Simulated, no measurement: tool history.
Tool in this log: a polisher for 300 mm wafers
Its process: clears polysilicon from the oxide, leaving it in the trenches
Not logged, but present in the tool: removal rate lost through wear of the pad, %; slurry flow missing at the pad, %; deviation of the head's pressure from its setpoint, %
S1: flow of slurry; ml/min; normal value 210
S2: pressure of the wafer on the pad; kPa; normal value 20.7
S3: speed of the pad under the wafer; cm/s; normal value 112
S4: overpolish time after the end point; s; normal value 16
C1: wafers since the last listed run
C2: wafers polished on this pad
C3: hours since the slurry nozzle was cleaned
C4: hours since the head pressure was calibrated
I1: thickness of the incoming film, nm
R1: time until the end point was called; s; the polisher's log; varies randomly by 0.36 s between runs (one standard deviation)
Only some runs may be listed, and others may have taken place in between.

run,hour,S1,S2,S3,S4,C1,C2,C3,C4,I1,R1
1,0.0,210,20.7,112,16,0,749,198.0,332.2,613.2,30.5
# hour 31.6: head pressure recalibrated
2,45.4,210,20.7,112,16,415,1164,243.4,13.8,613.4,30.5
3,90.7,210,20.7,112,16,433,1598,288.7,59.1,622.8,30.8
4,134.0,210,20.7,112,16,414,2012,332.0,102.4,622.8,31.1
5,160.7,210,20.7,112,16,255,2267,358.7,129.1,627.0,31.6
# hour 210.0: worn pad replaced by a new one
6,315.6,210,20.7,112,16,1443,1010,513.6,284.0,616.5,30.8
7,375.0,210,20.7,112,13,568,1578,573.0,343.4,626.4,31.8
# hour 434.6: head pressure recalibrated
8,441.7,240,20.7,112,16,618,2197,639.7,7.1,631.2,31.3
# hour 461.7: worn pad replaced by a new one
# hour 483.8: slurry nozzle cleaned
9,486.2,240,20.7,112,16,377,224,2.4,51.6,615.3,30.7
10,540.9,240,20.7,112,16,523,747,57.1,106.3,619.9,30.6
11,602.8,210,20.7,112,16,592,1340,119.0,168.2,628.6,31.0
12,646.8,210,20.7,112,16,420,1761,163.0,212.2,615.3,31.1
13,696.9,210,20.7,94,16,479,2240,213.1,262.3,623.6,36.7
# hour 725.0: worn pad replaced by a new one
14,754.1,180,18.6,132,11,508,278,270.3,319.5,624.3,29.7
15,781.1,210,20.7,138,16,258,536,297.3,346.5,613.9,25.4
16,851.2,175,15.2,142,24,670,1207,367.4,416.6,615.0,33.1
# hour 895.4: head pressure recalibrated
17,910.6,175,20.7,144,13,549,1756,426.8,15.2,622.0,25.1
18,965.1,210,20.7,112,16,521,2277,481.3,69.7,610.4,30.8
# hour 1025.6: worn pad replaced by a new one
19,1026.1,265,20.7,130,25,545,5,542.3,130.7,620.9,26.4
20,1054.6,275,17.9,112,16,272,277,570.8,159.2,610.7,34.0
21,1122.2,235,22.8,96,10,646,924,638.4,226.8,629.9,33.8
# hour 1160.1: slurry nozzle cleaned
22,1171.1,210,22.8,112,16,458,1382,11.0,275.7,619.5,28.7
23,1236.5,160,20.7,112,16,625,2008,76.4,341.1,622.7,32.1
# hour 1258.8: head pressure recalibrated
# hour 1268.1: worn pad replaced by a new one
24,1276.0,210,26.2,134,25,320,75,115.9,17.2,625.3,20.9
25,1346.7,145,20.7,112,26,676,751,186.6,87.9,618.6,31.5
26,1384.0,210,20.7,112,16,356,1108,223.9,125.2,619.1,30.9

Branching from run 26: 3 alternative next runs. What would each branch give?
A,1384.4,210,20.7,112,26,3,1112,224.3,125.6,613.5,?
B,1384.4,230,20.7,112,16,3,1112,224.3,125.6,613.5,?
C,1384.4,210,20.7,112,8,3,1112,224.3,125.6,613.5,?

run,R1
A,31.2
B,30.9
C,31.2
Take away the tool's hidden state, keep each run's random variation, and the runs would have read:
run,R1
A,31.2
B,30.9
C,31.2
